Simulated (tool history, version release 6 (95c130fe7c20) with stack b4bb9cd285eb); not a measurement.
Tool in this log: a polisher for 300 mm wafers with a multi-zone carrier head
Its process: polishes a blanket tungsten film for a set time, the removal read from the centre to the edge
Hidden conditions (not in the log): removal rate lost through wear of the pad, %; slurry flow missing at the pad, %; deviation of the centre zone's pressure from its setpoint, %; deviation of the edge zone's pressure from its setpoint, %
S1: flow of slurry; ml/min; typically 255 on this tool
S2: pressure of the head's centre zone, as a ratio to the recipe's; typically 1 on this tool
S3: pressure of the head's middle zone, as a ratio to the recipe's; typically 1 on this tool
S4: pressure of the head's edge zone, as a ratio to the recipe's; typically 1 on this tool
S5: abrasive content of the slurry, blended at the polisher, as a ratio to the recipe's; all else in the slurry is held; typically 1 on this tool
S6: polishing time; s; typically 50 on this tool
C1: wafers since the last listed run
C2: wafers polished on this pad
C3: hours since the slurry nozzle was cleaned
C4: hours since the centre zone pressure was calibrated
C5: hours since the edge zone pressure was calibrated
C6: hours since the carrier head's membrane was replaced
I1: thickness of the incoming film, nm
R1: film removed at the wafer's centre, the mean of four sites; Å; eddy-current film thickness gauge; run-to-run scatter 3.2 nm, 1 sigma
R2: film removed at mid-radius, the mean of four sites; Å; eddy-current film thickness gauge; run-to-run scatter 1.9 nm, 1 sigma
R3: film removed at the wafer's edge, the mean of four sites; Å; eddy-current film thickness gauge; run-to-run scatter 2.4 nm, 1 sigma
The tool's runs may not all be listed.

| run | hour | S1 | S2 | S3 | S4 | S5 | S6 | C1 | C2 | C3 | C4 | C5 | C6 | I1 | R1 | R2 | R3 |
|---|---|---|---|---|---|---|---|---|---|---|---|---|---|---|---|---|---|
| 1 | 0 | 255 | 1 | 1 | 1 | 1.2 | 50 | 0 | 351 | 252.7 | 385.8 | 960.3 | 1545.6 | 805.3 | 2326 | 2316 | 2433 |
|  | 8.4 | edge zone pressure recalibrated |
| 2 | 26.5 | 255 | 1 | 1 | 1.05 | 1 | 50 | 141 | 492 | 279.2 | 412.3 | 18.1 | 1572.1 | 819.9 | 2192 | 2133 | 2313 |
|  | 42 | carrier head's membrane replaced by a new one |
| 3 | 42.5 | 255 | 1 | 1 | 1 | 1 | 50 | 63 | 555 | 295.2 | 428.3 | 34.1 | 0.5 | 805.9 | 2204 | 2132 | 2232 |
| 4 | 60.6 | 255 | 1 | 1 | 1 | 1 | 50 | 104 | 659 | 313.3 | 446.4 | 52.2 | 18.6 | 800.9 | 2122 | 2120 | 2216 |
| 5 | 95.4 | 255 | 1 | 1 | 1 | 1 | 50 | 200 | 860 | 348.1 | 481.2 | 87 | 53.4 | 811.5 | 2152 | 2119 | 2225 |
|  | 114.3 | worn pad replaced by a new one |
| 6 | 125.6 | 255 | 1 | 1 | 1 | 0.8 | 50 | 150 | 64 | 378.3 | 511.4 | 117.2 | 83.6 | 805.9 | 2184 | 2210 | 2273 |
|  | 141.4 | centre zone pressure recalibrated |
|  | 149.7 | slurry nozzle cleaned |
| 7 | 156 | 255 | 1 | 1 | 1 | 1 | 50 | 157 | 222 | 6.3 | 14.6 | 147.6 | 114 | 813.1 | 2255 | 2260 | 2355 |
| 8 | 172.1 | 255 | 1 | 1 | 1 | 1 | 50 | 92 | 315 | 22.4 | 30.7 | 163.7 | 130.1 | 808.6 | 2204 | 2199 | 2259 |
| 9 | 202 | 230 | 1 | 1 | 1 | 1 | 43 | 172 | 487 | 52.3 | 60.6 | 193.6 | 160 | 812.1 | 1858 | 1797 | 1887 |
| 10 | 219.1 | 255 | 1 | 1 | 1 | 1 | 66 | 98 | 585 | 69.4 | 77.7 | 210.7 | 177.1 | 808.2 | 2804 | 2833 | 2935 |
| 11 | 251.9 | 230 | 1 | 1.08 | 1 | 1 | 61 | 188 | 774 | 102.2 | 110.5 | 243.5 | 209.9 | 792.8 | 2593 | 2771 | 2635 |
| 12 | 273.4 | 255 | 1.03 | 1 | 1 | 1 | 65 | 123 | 898 | 123.7 | 132 | 265 | 231.4 | 821.5 | 2907 | 2786 | 2834 |
|  | 282.9 | worn pad replaced by a new one |
| 13 | 287.4 | 255 | 1 | 1.05 | 1 | 1 | 50 | 57 | 25 | 137.7 | 146 | 279 | 245.4 | 790.8 | 2440 | 2442 | 2406 |
| 14 | 313.8 | 175 | 1 | 1 | 1.08 | 1 | 65 | 151 | 177 | 164.1 | 172.4 | 305.4 | 271.8 | 809.2 | 2791 | 2789 | 3038 |
| 15 | 345.2 | 175 | 1 | 1 | 1 | 1 | 50 | 180 | 358 | 195.5 | 203.8 | 336.8 | 303.2 | 806.8 | 2069 | 2068 | 2206 |
| 16 | 378.9 | 255 | 1 | 1 | 1 | 1 | 62 | 193 | 552 | 229.2 | 237.5 | 370.5 | 336.9 | 803.8 | 2728 | 2614 | 2784 |
| 17 | 400.1 | 255 | 1.1 | 1 | 1.06 | 1.3 | 50 | 122 | 674 | 250.4 | 258.7 | 391.7 | 358.1 | 815.4 | 2535 | 2287 | 2421 |
| 18 | 421.6 | 255 | 1 | 1 | 1 | 1 | 50 | 123 | 798 | 271.9 | 280.2 | 413.2 | 379.6 | 806.6 | 2114 | 2123 | 2209 |
| 19 | 454 | 255 | 1 | 1 | 1 | 1 | 50 | 186 | 984 | 304.3 | 312.6 | 445.6 | 412 | 815.3 | 2129 | 2060 | 2167 |
| 20 | 472.6 | 255 | 1 | 1 | 1 | 1 | 50 | 107 | 1092 | 322.9 | 331.2 | 464.2 | 430.6 | 799.6 | 2082 | 2095 | 2180 |
|  | 485.7 | slurry nozzle cleaned |
| 21 | 496.2 | 255 | 0.9 | 0.93 | 1 | 1 | 50 | 130 | 1222 | 10.5 | 354.8 | 487.8 | 454.2 | 825 | 1871 | 1958 | 2146 |
|  | 504 | worn pad replaced by a new one |
| 22 | 512.2 | 255 | 1 | 1 | 1 | 0.8 | 44 | 69 | 47 | 26.5 | 370.8 | 503.8 | 470.2 | 809.4 | 1964 | 1923 | 1983 |

For some of the steps in R1 from one run to the next: how much would appear even if the tool had no hidden state, given the settings, what came in and random variation, and how much remains for the hidden state plus any gauge scatter that the measured result and the result without hidden state don't share?
Run 9 -> 10: S1 230 -> 255, S6 43 -> 66. R1 +946 Å: hidden state -126, all else +1072.
Run 12 -> 13: S2 1.03 -> 1, S3 1 -> 1.05, S6 65 -> 50, worn pad replaced by a new one. R1 -467 Å: hidden state +355, all else -822.
Run 14 -> 15: S4 1.08 -> 1, S6 65 -> 50. R1 -722 Å: hidden state -32, all else -690.
Run 21 -> 22: S2 0.9 -> 1, S3 0.93 -> 1, S5 1 -> 0.8, S6 50 -> 44, worn pad replaced by a new one. R1 +93 Å: hidden state +234, all else -141.
